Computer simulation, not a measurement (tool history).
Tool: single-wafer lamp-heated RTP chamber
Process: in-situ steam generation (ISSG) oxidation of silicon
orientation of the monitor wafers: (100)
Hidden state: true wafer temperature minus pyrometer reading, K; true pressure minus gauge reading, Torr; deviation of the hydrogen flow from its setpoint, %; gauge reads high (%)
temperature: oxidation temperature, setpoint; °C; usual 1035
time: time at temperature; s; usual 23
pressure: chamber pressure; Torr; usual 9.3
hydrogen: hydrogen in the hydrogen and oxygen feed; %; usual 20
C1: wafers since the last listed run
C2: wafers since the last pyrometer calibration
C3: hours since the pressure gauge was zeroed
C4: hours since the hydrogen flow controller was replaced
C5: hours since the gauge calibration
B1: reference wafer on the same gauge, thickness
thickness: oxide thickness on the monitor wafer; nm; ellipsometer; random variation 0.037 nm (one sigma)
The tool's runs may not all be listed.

Run 1, hour 0.0: usual settings; C1 0; C2 5228; C3 3687.2; C4 3734.8; C5 508.3; B1 7.938. Result: thickness 6.662 nm.
Run 2, hour 59.7: usual settings; C1 589; C2 5818; C3 3746.9; C4 3794.5; C5 568.0; B1 7.952. Result: thickness 6.696 nm.
At hour 89.3: pyrometer window cleaned and pyrometer calibrated.
Run 3, hour 91.6: usual settings; C1 236; C2 22; C3 3778.8; C4 3826.4; C5 599.9; B1 7.970. Result: thickness 6.706 nm.
Run 4, hour 157.9: usual settings; C1 654; C2 677; C3 3845.1; C4 3892.7; C5 666.2; B1 7.975. Result: thickness 6.703 nm.
Run 5, hour 184.8: usual settings; C1 265; C2 943; C3 3872.0; C4 3919.6; C5 693.1; B1 7.986. Result: thickness 6.675 nm.
Run 6, hour 341.6: usual settings; C1 1548; C2 2492; C3 4028.8; C4 4076.4; C5 849.9; B1 8.035. Result: thickness 6.711 nm.
Run 7, hour 366.5: usual settings; C1 245; C2 2738; C3 4053.7; C4 4101.3; C5 874.8; B1 8.032. Result: thickness 6.771 nm.
Run 8, hour 407.4: usual settings but temperature 1049 °C, time 27 s; C1 404; C2 3142; C3 4094.6; C4 4142.2; C5 915.7; B1 8.044. Result: thickness 7.962 nm.
Run 9, hour 449.6: usual settings but temperature 1049 °C, time 27 s; C1 416; C2 3559; C3 4136.8; C4 4184.4; C5 957.9; B1 8.056. Result: thickness 7.972 nm.
Run 10, hour 520.3: usual settings but temperature 1049 °C, time 27 s; C1 698; C2 4257; C3 4207.5; C4 4255.1; C5 1028.6; B1 8.076. Result: thickness 7.962 nm.
Run 11, hour 561.1: usual settings but temperature 1045 °C; C1 403; C2 4660; C3 4248.3; C4 4295.9; C5 1069.4; B1 8.074. Result: thickness 7.141 nm.
At hour 583.7: pyrometer window cleaned and pyrometer calibrated.
Run 12, hour 592.8: usual settings but temperature 1045 °C; C1 234; C2 89; C3 4280.0; C4 4327.6; C5 1101.1; B1 8.093. Result: thickness 7.142 nm.
Run 13, hour 626.1: usual settings; C1 328; C2 418; C3 4313.3; C4 4360.9; C5 1134.4; B1 8.107. Result: thickness 6.748 nm.
Run 14, hour 657.3: usual settings but temperature 1045 °C, pressure 10.2 Torr, hydrogen 17 %; C1 308; C2 726; C3 4344.5; C4 4392.1; C5 1165.6; B1 8.121. Result: thickness 6.878 nm.
At hour 673.6: gauge calibrated.
At hour 714.1: pressure gauge zeroed.
Run 15, hour 714.6: usual settings but temperature 1020 °C, pressure 8.0 Torr, hydrogen 14 %; C1 487; C2 1213; C3 0.5; C4 4449.4; C5 41.0; B1 7.803. Result: thickness 5.636 nm.
Run 16, hour 761.8: usual settings but hydrogen 11 %; C1 466; C2 1680; C3 47.7; C4 4496.6; C5 88.2; B1 7.834. Result: thickness 5.810 nm.
Run 17, hour 794.5: usual settings but pressure 8.2 Torr, hydrogen 25 %; C1 323; C2 2003; C3 80.4; C4 4529.3; C5 120.9; B1 7.834. Result: thickness 7.001 nm.
At hour 853.3: hydrogen flow controller replaced.
Run 18, hour 853.8: usual settings but time 26 s, pressure 10.2 Torr; C1 506; C2 2509; C3 139.7; C4 0.5; C5 180.2; B1 7.859. Result: thickness 6.919 nm.
Run 19, hour 915.6: usual settings but pressure 8.6 Torr; C1 610; C2 3120; C3 201.5; C4 62.3; C5 242.0; B1 7.861. Result: thickness 6.656 nm.
Run 20, hour 972.4: usual settings but hydrogen 29 %; C1 561; C2 3681; C3 258.3; C4 119.1; C5 298.8; B1 7.886. Result: thickness 7.297 nm.
Run 21, hour 1012.7: usual settings but temperature 1051 °C, hydrogen 25 %; C1 398; C2 4079; C3 298.6; C4 159.4; C5 339.1; B1 7.893. Result: thickness 7.542 nm.
Run 22, hour 1084.3: usual settings but temperature 1045 °C, time 17 s; C1 707; C2 4786; C3 370.2; C4 231.0; C5 410.7; B1 7.914. Result: thickness 5.972 nm.
At hour 1109.1: pyrometer window cleaned and pyrometer calibrated.
Run 23, hour 1137.6: usual settings but pressure 10.2 Torr, hydrogen 27 %; C1 447; C2 281; C3 423.5; C4 284.3; C5 464.0; B1 7.904. Result: thickness 6.964 nm.
Run 24, hour 1183.2: usual settings but temperature 1022 °C, pressure 10.1 Torr, hydrogen 12 %; C1 450; C2 731; C3 469.1; C4 329.9; C5 509.6; B1 7.936. Result: thickness 5.594 nm.
Run 25, hour 1215.1: usual settings; C1 315; C2 1047; C3 501.0; C4 361.8; C5 541.5; B1 7.947. Result: thickness 6.699 nm.
Run 26, hour 1277.4: usual settings but time 18 s, pressure 8.4 Torr, hydrogen 12 %; C1 615; C2 1662; C3 563.3; C4 424.1; C5 603.8; B1 7.964. Result: thickness 5.281 nm.
Run 27, hour 1311.9: usual settings; C1 340; C2 2003; C3 597.8; C4 458.6; C5 638.3; B1 7.969. Result: thickness 6.752 nm.
Run 28, hour 1379.1: usual settings but temperature 1019 °C; C1 663; C2 2667; C3 665.0; C4 525.8; C5 705.5; B1 7.990. Result: thickness 6.207 nm.
Run 29, hour 1425.0: usual settings but temperature 1044 °C, time 28 s; C1 453; C2 3120; C3 710.9; C4 571.7; C5 751.4; B1 7.986. Result: thickness 7.821 nm.
Run 30, hour 1455.8: usual settings but temperature 1043 °C, pressure 8.0 Torr, hydrogen 14 %; C1 304; C2 3424; C3 741.7; C4 602.5; C5 782.2; B1 7.988. Result: thickness 6.581 nm.

Forecast each of these 5 alternatives for the next run:
Run A, hour 1456.2: usual settings but temperature 1041 °C; C1 3; C2 3428; C3 742.1; C4 602.9; C5 782.6; B1 ?. Result: thickness ?.
Run B, hour 1456.2: usual settings but time 14 s, hydrogen 30 %; C1 3; C2 3428; C3 742.1; C4 602.9; C5 782.6; B1 ?. Result: thickness ?.
Run C, hour 1456.2: usual settings but pressure 10.2 Torr; C1 3; C2 3428; C3 742.1; C4 602.9; C5 782.6; B1 ?. Result: thickness ?.
Run D, hour 1456.2: usual settings but time 17 s; C1 3; C2 3428; C3 742.1; C4 602.9; C5 782.6; B1 ?. Result: thickness ?.
Run E, hour 1456.2: usual settings but temperature 1054 °C, time 17 s, pressure 8.3 Torr; C1 3; C2 3428; C3 742.1; C4 602.9; C5 782.6; B1 ?. Result: thickness ?.

run     B1  thickness
  A  7.996      6.958
  B  7.996      5.797
  C  7.996      6.640
  D  7.996      5.785
  E  7.996      6.435
Without the tool's hidden state the same runs would have given:
run  thickness
  A      6.774
  B      5.644
  C      6.465
  D      5.632
  E      6.265
